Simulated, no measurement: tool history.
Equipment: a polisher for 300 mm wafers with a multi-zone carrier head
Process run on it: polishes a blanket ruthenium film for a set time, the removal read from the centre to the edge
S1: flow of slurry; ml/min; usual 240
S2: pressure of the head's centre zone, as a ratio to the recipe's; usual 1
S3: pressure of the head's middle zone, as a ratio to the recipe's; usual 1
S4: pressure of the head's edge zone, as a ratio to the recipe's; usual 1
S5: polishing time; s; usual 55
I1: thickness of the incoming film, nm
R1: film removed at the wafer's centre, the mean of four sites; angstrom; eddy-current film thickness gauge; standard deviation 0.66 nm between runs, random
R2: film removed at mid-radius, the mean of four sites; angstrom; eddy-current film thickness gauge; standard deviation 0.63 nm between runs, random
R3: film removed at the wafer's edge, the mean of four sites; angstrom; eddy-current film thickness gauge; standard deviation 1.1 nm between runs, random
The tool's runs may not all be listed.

run,hour,S1,S2,S3,S4,S5,I1,R1,R2,R3
1,0,240,1,1,1,55,493.9,829,775,788
2,33,240,1,1,1,55,503.4,824,771,770
3,95.6,165,0.93,1,1,50,497.1,658,669,699
# hour 99.9: slurry nozzle cleaned
4,124.8,240,1,1,1,55,503.7,825,788,786
# hour 190: worn pad replaced by a new one
5,288.9,240,1,1,1,55,510.7,824,774,793
6,345.1,240,1.1,1,1,55,506.9,910,780,788
7,387.9,325,0.93,1,1,55,505.4,807,796,791
# hour 468.1: edge zone pressure recalibrated
8,536.7,305,1,1,1,55,504.8,863,790,809
9,604.3,240,1,1,1.11,66,502.2,1016,947,1004
# hour 655.9: worn pad replaced by a new one
# hour 732.8: slurry nozzle cleaned
10,805.3,165,1,1,1,65,490.4,939,853,900
11,829.6,240,1.12,1,0.93,48,493.4,836,676,655

What does the tool deliver on the next run?
# hour 867.4: centre zone pressure recalibrated
12,867.9,265,1.07,1,1,55,510.6,?,?,?

R1: 861 angstrom
R2: 783 angstrom
R3: 808 angstrom
Take away the tool's hidden state, keep the run-to-run variation as it was, and the same run would have given R1 865 angstrom, R2 783 angstrom, R3 808 angstrom.
